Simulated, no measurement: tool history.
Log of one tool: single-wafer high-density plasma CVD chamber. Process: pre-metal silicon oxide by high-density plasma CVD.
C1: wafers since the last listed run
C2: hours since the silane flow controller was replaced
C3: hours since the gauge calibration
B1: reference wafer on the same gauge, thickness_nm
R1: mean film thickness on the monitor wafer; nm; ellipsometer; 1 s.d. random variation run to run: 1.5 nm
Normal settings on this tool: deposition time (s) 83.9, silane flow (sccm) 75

run 1 hour=0 | deposition_time_(s)=83.9 silane_flow_(sccm)=75 | C1=0 C2=2138.7 C3=235.4 | B1=517.253 | R1=596.094
run 2 hour=49.6 | deposition_time_(s)=83.9 silane_flow_(sccm)=75 | C1=828 C2=2188.3 C3=285 | B1=517.423 | R1=596.42
run 3 hour=109.8 | deposition_time_(s)=83.9 silane_flow_(sccm)=75 | C1=1005 C2=2248.5 C3=345.2 | B1=517.404 | R1=597.15
run 4 hour=216.6 | deposition_time_(s)=83.9 silane_flow_(sccm)=75 | C1=1784 C2=2355.3 C3=452 | B1=516.987 | R1=591.858
run 5 hour=270.6 | deposition_time_(s)=83.9 silane_flow_(sccm)=75 | C1=902 C2=2409.3 C3=506 | B1=517.019 | R1=592.863
run 6 hour=337 | deposition_time_(s)=78.9 silane_flow_(sccm)=75 | C1=1109 C2=2475.7 C3=572.4 | B1=517.404 | R1=556.311
run 7 hour=415.8 | deposition_time_(s)=78.9 silane_flow_(sccm)=75 | C1=1316 C2=2554.5 C3=651.2 | B1=517.276 | R1=557.2
run 8 hour=494.5 | deposition_time_(s)=83.9 silane_flow_(sccm)=80 | C1=1315 C2=2633.2 C3=729.9 | B1=516.786 | R1=632.582
run 9 hour=631.6 | deposition_time_(s)=83.9 silane_flow_(sccm)=80 | C1=2290 C2=2770.3 C3=867 | B1=517.516 | R1=631.838
run 10 hour=695.8 | deposition_time_(s)=83.9 silane_flow_(sccm)=80 | C1=1072 C2=2834.5 C3=931.2 | B1=517.168 | R1=633.197
run 11 hour=758.4 | deposition_time_(s)=83.9 silane_flow_(sccm)=71 | C1=1046 C2=2897.1 C3=993.8 | B1=517.274 | R1=560.535
run 12 hour=849.6 | deposition_time_(s)=83.9 silane_flow_(sccm)=71 | C1=1523 C2=2988.3 C3=1085 | B1=517.266 | R1=558.975
run 13 hour=890.8 | deposition_time_(s)=83.9 silane_flow_(sccm)=71 | C1=688 C2=3029.5 C3=1126.2 | B1=517.251 | R1=559.888
run 14 hour=950.2 | deposition_time_(s)=83.9 silane_flow_(sccm)=75 | C1=992 C2=3088.9 C3=1185.6 | B1=517.237 | R1=589.902
run 15 hour=1032.3 | deposition_time_(s)=75.2 silane_flow_(sccm)=75 | C1=1371 C2=3171 C3=1267.7 | B1=516.768 | R1=530.933
run 16 hour=1075.8 | deposition_time_(s)=75.2 silane_flow_(sccm)=75 | C1=726 C2=3214.5 C3=1311.2 | B1=517.227 | R1=526.421
run 17 hour=1161.2 | deposition_time_(s)=75.2 silane_flow_(sccm)=75 | C1=1426 C2=3299.9 C3=1396.6 | B1=517.016 | R1=528.699
run 18 hour=1219.8 | deposition_time_(s)=83.9 silane_flow_(sccm)=75 | C1=979 C2=3358.5 C3=1455.2 | B1=516.953 | R1=587.896
-- hour=1235.2 gauge calibrated
run 19 hour=1315 | deposition_time_(s)=83.9 silane_flow_(sccm)=75 | C1=1590 C2=3453.7 C3=79.8 | B1=517.04 | R1=590.13
run 20 hour=1358.2 | deposition_time_(s)=70.6 silane_flow_(sccm)=61 | C1=721 C2=3496.9 C3=123 | B1=516.559 | R1=405.642
run 21 hour=1449.7 | deposition_time_(s)=70.9 silane_flow_(sccm)=70 | C1=1528 C2=3588.4 C3=214.5 | B1=517.165 | R1=463.995
-- hour=1471.9 silane flow controller replaced
run 22 hour=1505.9 | deposition_time_(s)=99.1 silane_flow_(sccm)=71 | C1=805 C2=34 C3=270.7 | B1=517.564 | R1=673.251
run 23 hour=1550.7 | deposition_time_(s)=72.5 silane_flow_(sccm)=89 | C1=748 C2=78.8 C3=315.5 | B1=516.88 | R1=613.111
run 24 hour=1622.8 | deposition_time_(s)=73.7 silane_flow_(sccm)=75 | C1=1204 C2=150.9 C3=387.6 | B1=517.024 | R1=527.639
run 25 hour=1704 | deposition_time_(s)=83.9 silane_flow_(sccm)=75 | C1=1356 C2=232.1 C3=468.8 | B1=517.153 | R1=601.934
run 26 hour=1753.7 | deposition_time_(s)=75 silane_flow_(sccm)=82 | C1=830 C2=281.8 C3=518.5 | B1=516.975 | R1=583.842
run 27 hour=1808.6 | deposition_time_(s)=83.9 silane_flow_(sccm)=75 | C1=917 C2=336.7 C3=573.4 | B1=516.505 | R1=601.203
run 28 hour=1870 | deposition_time_(s)=98.1 silane_flow_(sccm)=88 | C1=1025 C2=398.1 C3=634.8 | B1=516.497 | R1=817.035
run 29 hour=1970.3 | deposition_time_(s)=78.9 silane_flow_(sccm)=75 | C1=1675 C2=498.4 C3=735.1 | B1=516.966 | R1=564.364
run 30 hour=2071.2 | deposition_time_(s)=69.7 silane_flow_(sccm)=75 | C1=1685 C2=599.3 C3=836 | B1=516.809 | R1=498.225
run 31 hour=2111.5 | deposition_time_(s)=94.7 silane_flow_(sccm)=69 | C1=673 C2=639.6 C3=876.3 | B1=517.732 | R1=623.763
run 32 hour=2187.9 | deposition_time_(s)=83.9 silane_flow_(sccm)=87 | C1=1276 C2=716 C3=952.7 | B1=517.216 | R1=695.68
run 33 hour=2233.5 | deposition_time_(s)=83.9 silane_flow_(sccm)=89 | C1=761 C2=761.6 C3=998.3 | B1=516.66 | R1=708.201
run 34 hour=2326.8 | deposition_time_(s)=83.9 silane_flow_(sccm)=75 | C1=1559 C2=854.9 C3=1091.6 | B1=517.106 | R1=596.653
run 35 hour=2422.9 | deposition_time_(s)=83.9 silane_flow_(sccm)=81 | C1=1605 C2=951 C3=1187.7 | B1=517.076 | R1=646.223
run 36 hour=2494.3 | deposition_time_(s)=83.9 silane_flow_(sccm)=75 | C1=1193 C2=1022.4 C3=1259.1 | B1=516.977 | R1=599.938
run 37 hour=2575 | deposition_time_(s)=93.2 silane_flow_(sccm)=85 | C1=1348 C2=1103.1 C3=1339.8 | B1=517.098 | R1=752.692
run 38 hour=2672.8 | deposition_time_(s)=75.1 silane_flow_(sccm)=64 | C1=1634 C2=1200.9 C3=1437.6 | B1=517.013 | R1=459.642
run 39 hour=2772.6 | deposition_time_(s)=68.8 silane_flow_(sccm)=86 | C1=1667 C2=1300.7 C3=1537.4 | B1=517.074 | R1=560.164

Give the tool's hidden conditions for every run:
gauge reads high (%): 0 on each run
H1: delivered silane flow above the setpoint (%)
run=1 H1=-0.807
run=2 H1=-0.837
run=3 H1=-0.876
run=4 H1=-0.946
run=5 H1=-0.983
run=6 H1=-1.03
run=7 H1=-1.09
run=8 H1=-1.14
run=9 H1=-1.25
run=10 H1=-1.3
run=11 H1=-1.35
run=12 H1=-1.43
run=13 H1=-1.46
run=14 H1=-1.52
run=15 H1=-1.59
run=16 H1=-1.63
run=17 H1=-1.71
run=18 H1=-1.76
run=19 H1=-1.86
run=20 H1=-1.9
run=21 H1=-1.99
run=22 H1=0.0056
run=23 H1=0.00488
run=24 H1=0.00251
run=25 H1=-0.00193
run=26 H1=-0.00558
run=27 H1=-0.0104
run=28 H1=-0.0169
run=29 H1=-0.0297
run=30 H1=-0.0456
run=31 H1=-0.0527
run=32 H1=-0.0675
run=33 H1=-0.0771
run=34 H1=-0.0987
run=35 H1=-0.123
run=36 H1=-0.144
run=37 H1=-0.168
run=38 H1=-0.2
run=39 H1=-0.236
